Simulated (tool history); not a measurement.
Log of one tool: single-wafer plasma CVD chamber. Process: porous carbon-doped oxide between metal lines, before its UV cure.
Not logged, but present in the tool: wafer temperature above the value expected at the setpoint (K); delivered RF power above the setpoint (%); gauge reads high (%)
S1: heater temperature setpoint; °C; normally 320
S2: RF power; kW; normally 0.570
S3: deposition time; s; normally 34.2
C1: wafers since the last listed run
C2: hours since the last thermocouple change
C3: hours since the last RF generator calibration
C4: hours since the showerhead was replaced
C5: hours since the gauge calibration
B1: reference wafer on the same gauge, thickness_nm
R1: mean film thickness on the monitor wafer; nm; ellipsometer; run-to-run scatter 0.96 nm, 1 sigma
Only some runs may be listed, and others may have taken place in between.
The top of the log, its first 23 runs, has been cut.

| run | day | S1 | S2 | S3 | C1 | C2 | C3 | C4 | C5 | B1 | R1 |
|---|---|---|---|---|---|---|---|---|---|---|---|
|  | 48.438 | thermocouple changed; heater temperature recalibrated |
| 24 | 48.458 | 320 | 0.570 | 34.2 | 1482 | 0.5 | 176.5 | 567.0 | 473.7 | 179.960 | 171.933 |
| 25 | 51.171 | 314 | 0.570 | 34.2 | 1423 | 65.6 | 241.6 | 632.1 | 538.8 | 180.269 | 176.310 |
| 26 | 53.342 | 320 | 0.570 | 34.2 | 1139 | 117.7 | 293.7 | 684.2 | 590.9 | 179.954 | 169.858 |
| 27 | 55.054 | 320 | 0.570 | 34.2 | 898 | 158.8 | 334.8 | 725.3 | 632.0 | 179.948 | 167.698 |
| 28 | 57.483 | 320 | 0.670 | 39.1 | 1274 | 217.1 | 393.1 | 783.6 | 690.3 | 180.015 | 222.399 |
| 29 | 60.038 | 307 | 0.475 | 34.2 | 1340 | 278.4 | 454.4 | 844.9 | 751.6 | 180.063 | 150.456 |
| 30 | 62.412 | 315 | 0.535 | 38.2 | 1246 | 335.4 | 511.4 | 901.9 | 808.6 | 180.089 | 181.423 |
| 31 | 63.692 | 306 | 0.610 | 29.9 | 671 | 366.1 | 542.1 | 932.6 | 839.3 | 180.128 | 166.038 |
| 32 | 65.292 | 312 | 0.495 | 30.4 | 839 | 404.5 | 580.5 | 971.0 | 877.7 | 180.288 | 135.515 |
| 33 | 67.496 | 320 | 0.570 | 34.2 | 1156 | 457.4 | 633.4 | 1023.9 | 930.6 | 179.891 | 169.098 |

Forecast run 34:
| 34 | 71.146 | 320 | 0.515 | 40.7 | 1915 | 545.0 | 721.0 | 1111.5 | 1018.2 | ? | ? |

For run 34 the tool returned B1 180.136, R1 181.758 nm.
With no hidden state in the tool, this same run would have given R1 189.880 nm.
